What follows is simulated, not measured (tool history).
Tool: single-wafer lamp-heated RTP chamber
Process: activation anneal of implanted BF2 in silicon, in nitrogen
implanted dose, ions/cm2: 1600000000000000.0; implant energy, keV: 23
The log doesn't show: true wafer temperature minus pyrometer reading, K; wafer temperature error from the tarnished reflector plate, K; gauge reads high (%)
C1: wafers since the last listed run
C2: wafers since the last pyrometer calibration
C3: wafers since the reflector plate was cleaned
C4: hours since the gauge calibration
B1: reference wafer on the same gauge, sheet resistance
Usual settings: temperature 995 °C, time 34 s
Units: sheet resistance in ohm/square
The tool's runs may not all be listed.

Run 1, hour 0.0: usual settings but time 21 s; C1 0; C2 10; C3 6456; C4 840.9; B1 183.12. Result: sheet resistance 176.57 ohm/square.
Run 2, hour 101.6: usual settings but time 21 s; C1 1101; C2 1112; C3 7557; C4 942.5; B1 183.48. Result: sheet resistance 175.55 ohm/square.
Run 3, hour 173.4: usual settings; C1 778; C2 1891; C3 8336; C4 1014.3; B1 183.11. Result: sheet resistance 162.57 ohm/square.
Run 4, hour 271.7: usual settings; C1 1066; C2 2957; C3 9402; C4 1112.6; B1 183.55. Result: sheet resistance 162.67 ohm/square.
Run 5, hour 317.7: usual settings; C1 498; C2 3456; C3 9901; C4 1158.6; B1 183.33. Result: sheet resistance 163.68 ohm/square.
Run 6, hour 356.2: usual settings; C1 417; C2 3873; C3 10318; C4 1197.1; B1 183.70. Result: sheet resistance 163.56 ohm/square.
At hour 383.1: pyrometer window cleaned and pyrometer calibrated.
Run 7, hour 433.9: usual settings; C1 755; C2 550; C3 11074; C4 1274.8; B1 183.71. Result: sheet resistance 163.81 ohm/square.
Run 8, hour 539.4: usual settings but temperature 980 °C; C1 1144; C2 1694; C3 12218; C4 1380.3; B1 183.72. Result: sheet resistance 185.16 ohm/square.
Run 9, hour 578.7: usual settings but temperature 980 °C; C1 426; C2 2120; C3 12645; C4 1419.6; B1 184.11. Result: sheet resistance 187.22 ohm/square.
Run 10, hour 678.2: usual settings but temperature 980 °C; C1 1079; C2 3199; C3 13724; C4 1519.1; B1 184.06. Result: sheet resistance 185.58 ohm/square.
At hour 704.8: reflector plate cleaned.
Run 11, hour 718.5: usual settings; C1 350; C2 3550; C3 148; C4 1559.4; B1 184.38. Result: sheet resistance 163.46 ohm/square.
Run 12, hour 756.5: usual settings but time 20 s; C1 412; C2 3962; C3 560; C4 1597.4; B1 183.84. Result: sheet resistance 178.76 ohm/square.
At hour 802.9: pyrometer window cleaned and pyrometer calibrated.
Run 13, hour 807.9: usual settings but temperature 1004 °C; C1 470; C2 54; C3 1030; C4 1648.8; B1 184.17. Result: sheet resistance 151.67 ohm/square.
Run 14, hour 912.4: usual settings but temperature 1006 °C; C1 1133; C2 1187; C3 2164; C4 1753.3; B1 184.60. Result: sheet resistance 149.13 ohm/square.
Run 15, hour 958.8: usual settings; C1 503; C2 1690; C3 2667; C4 1799.7; B1 184.63. Result: sheet resistance 163.73 ohm/square.
Run 16, hour 995.4: usual settings but time 49 s; C1 396; C2 2087; C3 3064; C4 1836.3; B1 184.92. Result: sheet resistance 153.67 ohm/square.

Forecast run 17:
Run 17, hour 1076.8: usual settings; C1 882; C2 2970; C3 3946; C4 1917.7; B1 ?. Result: sheet resistance ?.

{"run 17": {"B1": 185.09, "sheet resistance": 164.2}}
Without the tool's hidden state the same run would have given sheet resistance 161.77 ohm/square.
